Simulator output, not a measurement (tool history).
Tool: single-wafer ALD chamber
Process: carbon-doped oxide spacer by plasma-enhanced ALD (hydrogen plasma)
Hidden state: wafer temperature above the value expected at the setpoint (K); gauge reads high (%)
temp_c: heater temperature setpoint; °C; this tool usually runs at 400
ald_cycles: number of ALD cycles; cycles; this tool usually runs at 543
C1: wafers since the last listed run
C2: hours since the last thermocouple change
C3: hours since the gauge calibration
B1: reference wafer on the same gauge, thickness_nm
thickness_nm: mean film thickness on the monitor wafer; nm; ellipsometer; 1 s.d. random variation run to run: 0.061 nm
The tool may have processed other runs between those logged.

run 1 hour=0 | temp_c=400 ald_cycles=543 | C1=0 C2=2457.9 C3=413.3 | B1=29.304 | thickness_nm=28.376
run 2 hour=20.3 | temp_c=400 ald_cycles=543 | C1=20 C2=2478.2 C3=433.6 | B1=29.297 | thickness_nm=28.228
run 3 hour=50.8 | temp_c=400 ald_cycles=543 | C1=30 C2=2508.7 C3=464.1 | B1=29.296 | thickness_nm=28.21
run 4 hour=77.6 | temp_c=405 ald_cycles=543 | C1=26 C2=2535.5 C3=490.9 | B1=29.292 | thickness_nm=27.952
run 5 hour=108.4 | temp_c=405 ald_cycles=543 | C1=30 C2=2566.3 C3=521.7 | B1=29.295 | thickness_nm=27.806
run 6 hour=140 | temp_c=405 ald_cycles=543 | C1=31 C2=2597.9 C3=553.3 | B1=29.309 | thickness_nm=27.834
run 7 hour=168.2 | temp_c=400 ald_cycles=543 | C1=28 C2=2626.1 C3=581.5 | B1=29.306 | thickness_nm=28.321
run 8 hour=201.6 | temp_c=400 ald_cycles=543 | C1=33 C2=2659.5 C3=614.9 | B1=29.286 | thickness_nm=28.379
run 9 hour=215.3 | temp_c=400 ald_cycles=543 | C1=13 C2=2673.2 C3=628.6 | B1=29.3 | thickness_nm=28.298
run 10 hour=318 | temp_c=400 ald_cycles=543 | C1=102 C2=2775.9 C3=731.3 | B1=29.312 | thickness_nm=28.278
run 11 hour=335 | temp_c=400 ald_cycles=543 | C1=16 C2=2792.9 C3=748.3 | B1=29.321 | thickness_nm=28.242
run 12 hour=367.9 | temp_c=403 ald_cycles=543 | C1=32 C2=2825.8 C3=781.2 | B1=29.299 | thickness_nm=28.051
run 13 hour=381.4 | temp_c=394 ald_cycles=494 | C1=13 C2=2839.3 C3=794.7 | B1=29.311 | thickness_nm=25.708
-- hour=401.6 thermocouple changed; heater temperature recalibrated
run 14 hour=415.2 | temp_c=394 ald_cycles=494 | C1=25 C2=13.6 C3=828.5 | B1=29.3 | thickness_nm=25.75
run 15 hour=437 | temp_c=394 ald_cycles=494 | C1=21 C2=35.4 C3=850.3 | B1=29.29 | thickness_nm=25.71
run 16 hour=462.1 | temp_c=400 ald_cycles=543 | C1=25 C2=60.5 C3=875.4 | B1=29.297 | thickness_nm=28.223
run 17 hour=491.5 | temp_c=400 ald_cycles=543 | C1=29 C2=89.9 C3=904.8 | B1=29.307 | thickness_nm=28.337
run 18 hour=523 | temp_c=400 ald_cycles=462 | C1=31 C2=121.4 C3=936.3 | B1=29.29 | thickness_nm=24.084
-- hour=523.6 gauge calibrated
run 19 hour=543 | temp_c=400 ald_cycles=543 | C1=19 C2=141.4 C3=19.4 | B1=29.3 | thickness_nm=28.15
run 20 hour=566.1 | temp_c=400 ald_cycles=543 | C1=23 C2=164.5 C3=42.5 | B1=29.278 | thickness_nm=28.36
run 21 hour=600.9 | temp_c=400 ald_cycles=543 | C1=34 C2=199.3 C3=77.3 | B1=29.3 | thickness_nm=28.301
run 22 hour=634.3 | temp_c=389 ald_cycles=543 | C1=33 C2=232.7 C3=110.7 | B1=29.318 | thickness_nm=28.274
run 23 hour=651.2 | temp_c=389 ald_cycles=543 | C1=16 C2=249.6 C3=127.6 | B1=29.297 | thickness_nm=28.411
run 24 hour=681.3 | temp_c=400 ald_cycles=543 | C1=30 C2=279.7 C3=157.7 | B1=29.305 | thickness_nm=28.37
run 25 hour=711.4 | temp_c=414 ald_cycles=651 | C1=30 C2=309.8 C3=187.8 | B1=29.302 | thickness_nm=32.512
run 26 hour=736.4 | temp_c=400 ald_cycles=575 | C1=24 C2=334.8 C3=212.8 | B1=29.289 | thickness_nm=29.905
run 27 hour=759.9 | temp_c=386 ald_cycles=444 | C1=23 C2=358.3 C3=236.3 | B1=29.304 | thickness_nm=23.169
run 28 hour=788.2 | temp_c=414 ald_cycles=543 | C1=28 C2=386.6 C3=264.6 | B1=29.292 | thickness_nm=27.054
run 29 hour=808.1 | temp_c=407 ald_cycles=595 | C1=19 C2=406.5 C3=284.5 | B1=29.297 | thickness_nm=30.379
run 30 hour=820.3 | temp_c=415 ald_cycles=435 | C1=12 C2=418.7 C3=296.7 | B1=29.309 | thickness_nm=21.689
run 31 hour=851.1 | temp_c=387 ald_cycles=507 | C1=30 C2=449.5 C3=327.5 | B1=29.301 | thickness_nm=26.358
run 32 hour=872.9 | temp_c=390 ald_cycles=543 | C1=21 C2=471.3 C3=349.3 | B1=29.301 | thickness_nm=28.27
run 33 hour=898.5 | temp_c=400 ald_cycles=543 | C1=25 C2=496.9 C3=374.9 | B1=29.298 | thickness_nm=28.168
run 34 hour=922.7 | temp_c=400 ald_cycles=543 | C1=24 C2=521.1 C3=399.1 | B1=29.316 | thickness_nm=28.239
run 35 hour=938.2 | temp_c=411 ald_cycles=577 | C1=15 C2=536.6 C3=414.6 | B1=29.287 | thickness_nm=29.182
run 36 hour=967.6 | temp_c=409 ald_cycles=593 | C1=29 C2=566 C3=444 | B1=29.32 | thickness_nm=30.096
run 37 hour=999.7 | temp_c=407 ald_cycles=543 | C1=32 C2=598.1 C3=476.1 | B1=29.277 | thickness_nm=27.8
run 38 hour=1014.1 | temp_c=400 ald_cycles=644 | C1=14 C2=612.5 C3=490.5 | B1=29.306 | thickness_nm=33.508
run 39 hour=1037.7 | temp_c=406 ald_cycles=499 | C1=23 C2=636.1 C3=514.1 | B1=29.294 | thickness_nm=25.51
run 40 hour=1064 | temp_c=400 ald_cycles=543 | C1=26 C2=662.4 C3=540.4 | B1=29.291 | thickness_nm=28.388
run 41 hour=1095.6 | temp_c=400 ald_cycles=495 | C1=31 C2=694 C3=572 | B1=29.31 | thickness_nm=25.843
run 42 hour=1119.8 | temp_c=400 ald_cycles=462 | C1=24 C2=718.2 C3=596.2 | B1=29.285 | thickness_nm=24.025
run 43 hour=1166.7 | temp_c=387 ald_cycles=645 | C1=46 C2=765.1 C3=643.1 | B1=29.292 | thickness_nm=33.633
run 44 hour=1199.4 | temp_c=400 ald_cycles=499 | C1=32 C2=797.8 C3=675.8 | B1=29.273 | thickness_nm=25.963
run 45 hour=1212.1 | temp_c=406 ald_cycles=571 | C1=12 C2=810.5 C3=688.5 | B1=29.301 | thickness_nm=29.209
run 46 hour=1236.5 | temp_c=394 ald_cycles=590 | C1=24 C2=834.9 C3=712.9 | B1=29.312 | thickness_nm=30.725

Take each entry between the runs: how does the hidden state at the last listed run before it differ from the hidden state at the first listed run after it?
In the gap between runs 13 and 14: thermocouple changed; heater temperature recalibrated (hour 401.6)
  no hidden state differs between the two runs
In the gap between runs 18 and 19: gauge calibrated (hour 523.6)
  no hidden state differs between the two runs

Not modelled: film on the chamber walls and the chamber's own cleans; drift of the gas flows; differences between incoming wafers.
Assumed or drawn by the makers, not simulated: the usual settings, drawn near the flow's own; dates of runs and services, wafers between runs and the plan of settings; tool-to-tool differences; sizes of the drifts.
